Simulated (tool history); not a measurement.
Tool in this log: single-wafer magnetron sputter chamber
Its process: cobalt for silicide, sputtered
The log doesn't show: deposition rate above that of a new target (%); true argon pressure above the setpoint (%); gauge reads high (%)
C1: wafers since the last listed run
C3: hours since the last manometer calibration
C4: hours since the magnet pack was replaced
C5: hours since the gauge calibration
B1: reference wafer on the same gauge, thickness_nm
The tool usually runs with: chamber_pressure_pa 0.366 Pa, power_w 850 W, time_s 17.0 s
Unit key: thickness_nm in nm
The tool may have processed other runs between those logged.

run 1 hour=0.0 | chamber_pressure_pa=0.366 power_w=850 time_s=17.0 | C1=0 wafers_on_the_sputter_target=411 C3=2367.7 C4=11220.0 C5=121.7 | B1=7.280 | thickness_nm=7.769
run 2 hour=25.8 | chamber_pressure_pa=0.366 power_w=850 time_s=17.0 | C1=586 wafers_on_the_sputter_target=998 C3=2393.5 C4=11245.8 C5=147.5 | B1=7.274 | thickness_nm=7.744
run 3 hour=48.4 | chamber_pressure_pa=0.366 power_w=850 time_s=17.0 | C1=513 wafers_on_the_sputter_target=1511 C3=2416.1 C4=11268.4 C5=170.1 | B1=7.283 | thickness_nm=7.749
run 4 hour=65.1 | chamber_pressure_pa=0.366 power_w=850 time_s=17.0 | C1=379 wafers_on_the_sputter_target=1890 C3=2432.8 C4=11285.1 C5=186.8 | B1=7.282 | thickness_nm=7.770
run 5 hour=97.7 | chamber_pressure_pa=0.366 power_w=850 time_s=17.0 | C1=740 wafers_on_the_sputter_target=2631 C3=2465.4 C4=11317.7 C5=219.4 | B1=7.277 | thickness_nm=7.737
run 6 hour=127.1 | chamber_pressure_pa=0.366 power_w=850 time_s=17.0 | C1=667 wafers_on_the_sputter_target=3299 C3=2494.8 C4=11347.1 C5=248.8 | B1=7.278 | thickness_nm=7.730
run 7 hour=159.3 | chamber_pressure_pa=0.366 power_w=850 time_s=17.0 | C1=731 wafers_on_the_sputter_target=4030 C3=2527.0 C4=11379.3 C5=281.0 | B1=7.277 | thickness_nm=7.715
run 8 hour=182.4 | chamber_pressure_pa=0.366 power_w=850 time_s=17.0 | C1=524 wafers_on_the_sputter_target=4555 C3=2550.1 C4=11402.4 C5=304.1 | B1=7.280 | thickness_nm=7.750
-- hour=205.3 sputter target and shields replaced
run 9 hour=213.4 | chamber_pressure_pa=0.366 power_w=850 time_s=17.0 | C1=522 wafers_on_the_sputter_target=183 C3=2581.1 C4=11433.4 C5=335.1 | B1=7.280 | thickness_nm=7.732
run 10 hour=232.9 | chamber_pressure_pa=0.366 power_w=850 time_s=17.0 | C1=442 wafers_on_the_sputter_target=626 C3=2600.6 C4=11452.9 C5=354.6 | B1=7.281 | thickness_nm=7.739
run 11 hour=264.5 | chamber_pressure_pa=0.366 power_w=850 time_s=17.0 | C1=717 wafers_on_the_sputter_target=1344 C3=2632.2 C4=11484.5 C5=386.2 | B1=7.276 | thickness_nm=7.773
run 12 hour=354.7 | chamber_pressure_pa=0.366 power_w=850 time_s=17.0 | C1=2048 wafers_on_the_sputter_target=3393 C3=2722.4 C4=11574.7 C5=476.4 | B1=7.281 | thickness_nm=7.763
run 13 hour=390.4 | chamber_pressure_pa=0.366 power_w=950 time_s=17.0 | C1=810 wafers_on_the_sputter_target=4204 C3=2758.1 C4=11610.4 C5=512.1 | B1=7.280 | thickness_nm=8.481
-- hour=398.6 sputter target and shields replaced
run 14 hour=416.0 | chamber_pressure_pa=0.366 power_w=850 time_s=17.0 | C1=399 wafers_on_the_sputter_target=395 C3=2783.7 C4=11636.0 C5=537.7 | B1=7.282 | thickness_nm=7.727
-- hour=444.6 capacitance manometer re-zeroed and calibrated
run 15 hour=449.9 | chamber_pressure_pa=0.366 power_w=850 time_s=17.0 | C1=588 wafers_on_the_sputter_target=984 C3=5.3 C4=11669.9 C5=571.6 | B1=7.277 | thickness_nm=7.730
run 16 hour=464.4 | chamber_pressure_pa=0.366 power_w=1000 time_s=17.0 | C1=329 wafers_on_the_sputter_target=1313 C3=19.8 C4=11684.4 C5=586.1 | B1=7.282 | thickness_nm=8.825
run 17 hour=485.0 | chamber_pressure_pa=0.366 power_w=850 time_s=14.0 | C1=467 wafers_on_the_sputter_target=1781 C3=40.4 C4=11705.0 C5=606.7 | B1=7.271 | thickness_nm=6.396
-- hour=534.6 magnet pack replaced
run 18 hour=535.1 | chamber_pressure_pa=0.441 power_w=700 time_s=17.0 | C1=956 wafers_on_the_sputter_target=2737 C3=90.5 C4=0.5 C5=656.8 | B1=7.277 | thickness_nm=6.527
-- hour=554.7 gauge calibrated
run 19 hour=556.6 | chamber_pressure_pa=0.366 power_w=850 time_s=17.0 | C1=488 wafers_on_the_sputter_target=3226 C3=112.0 C4=22.0 C5=1.9 | B1=7.284 | thickness_nm=7.773
run 20 hour=576.1 | chamber_pressure_pa=0.366 power_w=850 time_s=17.9 | C1=442 wafers_on_the_sputter_target=3669 C3=131.5 C4=41.5 C5=21.4 | B1=7.285 | thickness_nm=8.176
-- hour=597.9 sputter target and shields replaced
run 21 hour=610.6 | chamber_pressure_pa=0.366 power_w=850 time_s=17.0 | C1=601 wafers_on_the_sputter_target=289 C3=166.0 C4=76.0 C5=55.9 | B1=7.281 | thickness_nm=7.751
run 22 hour=629.6 | chamber_pressure_pa=0.366 power_w=850 time_s=17.0 | C1=431 wafers_on_the_sputter_target=721 C3=185.0 C4=95.0 C5=74.9 | B1=7.277 | thickness_nm=7.750
run 23 hour=650.6 | chamber_pressure_pa=0.366 power_w=850 time_s=17.0 | C1=477 wafers_on_the_sputter_target=1198 C3=206.0 C4=116.0 C5=95.9 | B1=7.272 | thickness_nm=7.778
run 24 hour=683.6 | chamber_pressure_pa=0.436 power_w=950 time_s=14.5 | C1=749 wafers_on_the_sputter_target=1947 C3=239.0 C4=149.0 C5=128.9 | B1=7.286 | thickness_nm=7.099
run 25 hour=780.4 | chamber_pressure_pa=0.427 power_w=950 time_s=20.0 | C1=2198 wafers_on_the_sputter_target=4146 C3=335.8 C4=245.8 C5=225.7 | B1=7.286 | thickness_nm=9.819
run 26 hour=798.4 | chamber_pressure_pa=0.366 power_w=850 time_s=17.0 | C1=408 wafers_on_the_sputter_target=4555 C3=353.8 C4=263.8 C5=243.7 | B1=7.277 | thickness_nm=7.727
-- hour=816.8 sputter target and shields replaced
run 27 hour=825.3 | chamber_pressure_pa=0.366 power_w=1000 time_s=15.8 | C1=429 wafers_on_the_sputter_target=192 C3=380.7 C4=290.7 C5=270.6 | B1=7.283 | thickness_nm=8.220
run 28 hour=858.9 | chamber_pressure_pa=0.366 power_w=850 time_s=17.0 | C1=763 wafers_on_the_sputter_target=956 C3=414.3 C4=324.3 C5=304.2 | B1=7.284 | thickness_nm=7.753
run 29 hour=893.2 | chamber_pressure_pa=0.366 power_w=650 time_s=15.6 | C1=779 wafers_on_the_sputter_target=1735 C3=448.6 C4=358.6 C5=338.5 | B1=7.280 | thickness_nm=5.792
run 30 hour=926.5 | chamber_pressure_pa=0.243 power_w=850 time_s=15.6 | C1=756 wafers_on_the_sputter_target=2491 C3=481.9 C4=391.9 C5=371.8 | B1=7.274 | thickness_nm=7.310
run 31 hour=960.8 | chamber_pressure_pa=0.366 power_w=850 time_s=17.0 | C1=779 wafers_on_the_sputter_target=3270 C3=516.2 C4=426.2 C5=406.1 | B1=7.287 | thickness_nm=7.759
run 32 hour=972.8 | chamber_pressure_pa=0.366 power_w=750 time_s=14.1 | C1=272 wafers_on_the_sputter_target=3543 C3=528.2 C4=438.2 C5=418.1 | B1=7.286 | thickness_nm=5.848
run 33 hour=996.5 | chamber_pressure_pa=0.477 power_w=900 time_s=17.0 | C1=538 wafers_on_the_sputter_target=4081 C3=551.9 C4=461.9 C5=441.8 | B1=7.277 | thickness_nm=7.916
-- hour=1007.0 sputter target and shields replaced
run 34 hour=1011.6 | chamber_pressure_pa=0.243 power_w=850 time_s=15.6 | C1=161 wafers_on_the_sputter_target=105 C3=567.0 C4=477.0 C5=456.9 | B1=7.279 | thickness_nm=7.322
run 35 hour=1023.9 | chamber_pressure_pa=0.461 power_w=850 time_s=17.0 | C1=279 wafers_on_the_sputter_target=384 C3=579.3 C4=489.3 C5=469.2 | B1=7.277 | thickness_nm=7.606

How the hidden state differs across the entries between the runs, from the last listed run before each to the first after it:
Logged between run 8 and run 9: sputter target and shields replaced (hour 205.3)
  nothing in the hidden state changes from one run to the other
Logged between run 13 and run 14: sputter target and shields replaced (hour 398.6)
  nothing in the hidden state changes from one run to the other
Logged between run 14 and run 15: capacitance manometer re-zeroed and calibrated (hour 444.6)
  nothing in the hidden state changes from one run to the other
Logged between run 17 and run 18: magnet pack replaced (hour 534.6)
  nothing in the hidden state changes from one run to the other
Logged between run 18 and run 19: gauge calibrated (hour 554.7)
  nothing in the hidden state changes from one run to the other
Logged between run 20 and run 21: sputter target and shields replaced (hour 597.9)
  nothing in the hidden state changes from one run to the other
Logged between run 26 and run 27: sputter target and shields replaced (hour 816.8)
  nothing in the hidden state changes from one run to the other
Logged between run 33 and run 34: sputter target and shields replaced (hour 1007.0)
  nothing in the hidden state changes from one run to the other
